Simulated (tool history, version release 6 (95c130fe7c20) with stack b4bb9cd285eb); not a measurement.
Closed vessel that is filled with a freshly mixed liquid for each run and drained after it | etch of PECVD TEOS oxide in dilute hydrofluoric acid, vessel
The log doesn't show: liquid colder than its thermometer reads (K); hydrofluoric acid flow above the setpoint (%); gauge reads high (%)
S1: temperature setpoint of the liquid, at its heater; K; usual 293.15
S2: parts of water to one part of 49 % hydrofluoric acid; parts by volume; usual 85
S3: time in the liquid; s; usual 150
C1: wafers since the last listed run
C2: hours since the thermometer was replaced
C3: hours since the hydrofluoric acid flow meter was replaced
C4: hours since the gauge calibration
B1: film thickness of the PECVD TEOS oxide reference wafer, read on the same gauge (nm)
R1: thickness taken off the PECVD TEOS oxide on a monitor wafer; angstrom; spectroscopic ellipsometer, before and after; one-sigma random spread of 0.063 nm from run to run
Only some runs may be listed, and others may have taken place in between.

run 1 hour=0 | S1=293.15 S2=85 S3=150 | C1=0 C2=348.2 C3=661.9 C4=247.2 | B1=90 | R1=160.8
run 2 hour=26.6 | S1=293.15 S2=85 S3=150 | C1=2210 C2=374.8 C3=688.5 C4=273.8 | B1=89.99 | R1=159.4
run 3 hour=58 | S1=293.15 S2=85 S3=150 | C1=2609 C2=406.2 C3=719.9 C4=305.2 | B1=89.99 | R1=158.8
run 4 hour=76.7 | S1=293.15 S2=115 S3=150 | C1=1554 C2=424.9 C3=738.6 C4=323.9 | B1=89.99 | R1=113.7
run 5 hour=90.6 | S1=293.15 S2=65 S3=150 | C1=1155 C2=438.8 C3=752.5 C4=337.8 | B1=90.03 | R1=213
run 6 hour=120.1 | S1=293.15 S2=85 S3=150 | C1=2451 C2=468.3 C3=782 C4=367.3 | B1=90 | R1=158.5
run 7 hour=132.2 | S1=293.15 S2=85 S3=150 | C1=1005 C2=480.4 C3=794.1 C4=379.4 | B1=90 | R1=159
run 8 hour=158.9 | S1=293.15 S2=85 S3=150 | C1=2218 C2=507.1 C3=820.8 C4=406.1 | B1=90 | R1=160.3
run 9 hour=180.4 | S1=293.15 S2=85 S3=150 | C1=1786 C2=528.6 C3=842.3 C4=427.6 | B1=90.01 | R1=159.6
run 10 hour=205.6 | S1=295.15 S2=55 S3=150 | C1=2094 C2=553.8 C3=867.5 C4=452.8 | B1=90.02 | R1=278.5
run 11 hour=218.3 | S1=295.15 S2=55 S3=150 | C1=1055 C2=566.5 C3=880.2 C4=465.5 | B1=89.99 | R1=278.2
-- hour=236.9 thermometer replaced
-- hour=239.1 hydrofluoric acid flow meter replaced
run 12 hour=248.2 | S1=295.15 S2=55 S3=150 | C1=2318 C2=11.3 C3=9.1 C4=495.4 | B1=90.01 | R1=278.2
run 13 hour=283.3 | S1=293.15 S2=85 S3=150 | C1=2916 C2=46.4 C3=44.2 C4=530.5 | B1=89.98 | R1=160.3
run 14 hour=308 | S1=293.15 S2=85 S3=150 | C1=2052 C2=71.1 C3=68.9 C4=555.2 | B1=90.01 | R1=160.2
run 15 hour=333.8 | S1=293.15 S2=85 S3=150 | C1=2144 C2=96.9 C3=94.7 C4=581 | B1=90.01 | R1=159.6
run 16 hour=359.5 | S1=298.15 S2=70 S3=125 | C1=2135 C2=122.6 C3=120.4 C4=606.7 | B1=90.01 | R1=202
run 17 hour=373.3 | S1=293.15 S2=100 S3=190 | C1=1146 C2=136.4 C3=134.2 C4=620.5 | B1=90.04 | R1=168.5
-- hour=387.2 gauge calibrated
run 18 hour=392.4 | S1=295.15 S2=65 S3=95 | C1=1587 C2=155.5 C3=153.3 C4=5.2 | B1=90 | R1=148.1
run 19 hour=425.2 | S1=296.65 S2=70 S3=150 | C1=2725 C2=188.3 C3=186.1 C4=38 | B1=89.98 | R1=227.9
run 20 hour=443.4 | S1=293.15 S2=85 S3=225 | C1=1512 C2=206.5 C3=204.3 C4=56.2 | B1=90 | R1=240
run 21 hour=519.1 | S1=297.15 S2=85 S3=120 | C1=6290 C2=282.2 C3=280 C4=131.9 | B1=90 | R1=150.5
run 22 hour=545.6 | S1=293.15 S2=95 S3=150 | C1=2202 C2=308.7 C3=306.5 C4=158.4 | B1=90 | R1=140.8
run 23 hour=576.6 | S1=290.15 S2=100 S3=150 | C1=2576 C2=339.7 C3=337.5 C4=189.4 | B1=89.99 | R1=118.2
run 24 hour=593.4 | S1=296.65 S2=85 S3=65 | C1=1396 C2=356.5 C3=354.3 C4=206.2 | B1=89.99 | R1=79.9
run 25 hour=613.3 | S1=290.15 S2=85 S3=60 | C1=1653 C2=376.4 C3=374.2 C4=226.1 | B1=89.98 | R1=56.4
run 26 hour=626.5 | S1=293.15 S2=115 S3=150 | C1=1096 C2=389.6 C3=387.4 C4=239.3 | B1=90 | R1=113.8
run 27 hour=645.5 | S1=298.15 S2=70 S3=125 | C1=1578 C2=408.6 C3=406.4 C4=258.3 | B1=89.99 | R1=202

Predict each of these 3 candidate next runs independently; none follows another, all start after run 27:
run A hour=646.2 | S1=293.15 S2=50 S3=150 | C1=58 C2=409.3 C3=407.1 C4=259 | B1=? | R1=?
run B hour=646.2 | S1=290.15 S2=85 S3=150 | C1=58 C2=409.3 C3=407.1 C4=259 | B1=? | R1=?
run C hour=646.2 | S1=294.65 S2=85 S3=125 | C1=58 C2=409.3 C3=407.1 C4=259 | B1=? | R1=?

run=A B1=90 R1=281.6
run=B B1=90 R1=140.2
run=C B1=90 R1=140.9
Stripped of hidden state, with their random variation kept, the same runs would have yielded:
run=A R1=281.6
run=B R1=140.2
run=C R1=140.9
